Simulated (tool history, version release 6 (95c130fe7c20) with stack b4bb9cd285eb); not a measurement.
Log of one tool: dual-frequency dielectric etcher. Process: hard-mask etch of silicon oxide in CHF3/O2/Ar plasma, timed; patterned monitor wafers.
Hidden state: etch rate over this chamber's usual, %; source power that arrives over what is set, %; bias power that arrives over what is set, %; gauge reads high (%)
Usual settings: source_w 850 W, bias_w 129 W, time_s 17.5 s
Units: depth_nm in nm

run	day	source_w	bias_w	time_s	wafers since the last listed run	hours since the last wet clean	hours since the last source power generator calibration	hours since the last bias power generator calibration	hours since the last upper electrode change	hours since the gauge calibration	read-back reference wafer on the same gauge, depth_nm	depth_nm
1	0.000	850	129	21.0	0	295.9	4130.0	1160.1	3217.0	815.9	38.70	39.23
2	1.908	850	129	21.0	818	341.7	4175.8	1205.9	3262.8	861.7	38.72	38.98
# day 3.679: upper electrode replaced
3	3.700	850	129	17.5	339	384.7	4218.8	1248.9	0.5	904.7	38.69	32.49
4	6.517	850	129	17.5	1207	452.3	4286.4	1316.5	68.1	972.3	38.69	32.40
# day 7.592: wet clean of the chamber
# day 8.771: source power generator calibrated
5	8.888	850	139	17.5	516	31.1	2.8	1373.4	125.0	1029.2	38.68	34.32
6	10.188	850	139	17.5	557	62.3	34.0	1404.6	156.2	1060.4	38.71	34.18
7	13.179	850	136	16.0	1282	134.1	105.8	1476.4	228.0	1132.2	38.67	30.93
8	14.521	850	129	17.5	575	166.3	138.0	1508.6	260.2	1164.4	38.68	33.46
9	16.833	850	129	17.5	991	221.8	193.5	1564.1	315.7	1219.9	38.73	33.06
10	18.975	850	129	17.5	918	273.2	244.9	1615.5	367.1	1271.3	38.73	33.16
11	20.088	970	150	20.5	476	299.9	271.6	1642.2	393.8	1298.0	38.76	43.79
12	21.417	850	140	17.5	569	331.8	303.5	1674.1	425.7	1329.9	38.68	33.84
13	23.283	930	113	14.5	800	376.6	348.3	1718.9	470.5	1374.7	38.71	28.00
# day 25.246: wet clean of the chamber
14	25.575	700	143	17.5	553	7.9	403.3	1773.9	525.5	1429.7	38.70	29.88
# day 26.088: bias power generator calibrated
15	27.021	940	108	13.0	548	42.6	438.0	22.4	560.2	1464.4	38.69	25.34
16	29.688	850	129	17.5	1143	106.6	502.0	86.4	624.2	1528.4	38.72	33.54
17	31.562	850	129	14.5	803	151.6	547.0	131.4	669.2	1573.4	38.65	27.86
# day 32.229: gauge calibrated
18	32.754	850	129	17.5	510	180.2	575.6	160.0	697.8	12.6	38.69	33.28
19	35.262	850	129	17.5	1075	240.4	635.8	220.2	758.0	72.8	38.66	33.45
20	36.812	1030	146	14.0	664	277.6	673.0	257.4	795.2	110.0	38.73	30.88
21	39.638	680	142	17.5	1211	345.4	740.8	325.2	863.0	177.8	38.75	29.51
22	40.746	850	129	17.5	475	372.0	767.4	351.8	889.6	204.4	38.67	33.36
23	42.458	850	152	17.5	734	413.1	808.5	392.9	930.7	245.5	38.67	34.75
# day 44.762: wet clean of the chamber
24	44.783	850	100	21.5	568	0.5	864.3	448.7	986.5	301.3	38.70	38.32
25	47.042	920	129	17.5	968	54.7	918.5	502.9	1040.7	355.5	38.68	34.92
26	48.933	850	160	17.5	811	100.1	963.9	548.3	1086.1	400.9	38.66	35.33
27	50.038	850	129	17.5	473	126.6	990.4	574.8	1112.6	427.4	38.69	33.19
28	51.775	850	129	17.5	744	168.3	1032.1	616.5	1154.3	469.1	38.71	33.05
29	53.883	850	129	17.5	903	218.9	1082.7	667.1	1204.9	519.7	38.67	33.09

Forecast each of these 4 alternatives for the next run:
A	53.900	850	145	17.5	7	219.3	1083.1	667.5	1205.3	520.1	?	?
B	53.900	850	148	17.5	7	219.3	1083.1	667.5	1205.3	520.1	?	?
C	53.900	700	129	16.0	7	219.3	1083.1	667.5	1205.3	520.1	?	?
D	53.900	680	157	16.0	7	219.3	1083.1	667.5	1205.3	520.1	?	?

run	read-back reference wafer on the same gauge, depth_nm	depth_nm
A	38.68	34.09
B	38.68	34.29
C	38.68	26.49
D	38.68	27.46
Without the tool's hidden state the same runs would have given:
run	depth_nm
A	34.97
B	35.18
C	27.17
D	28.17
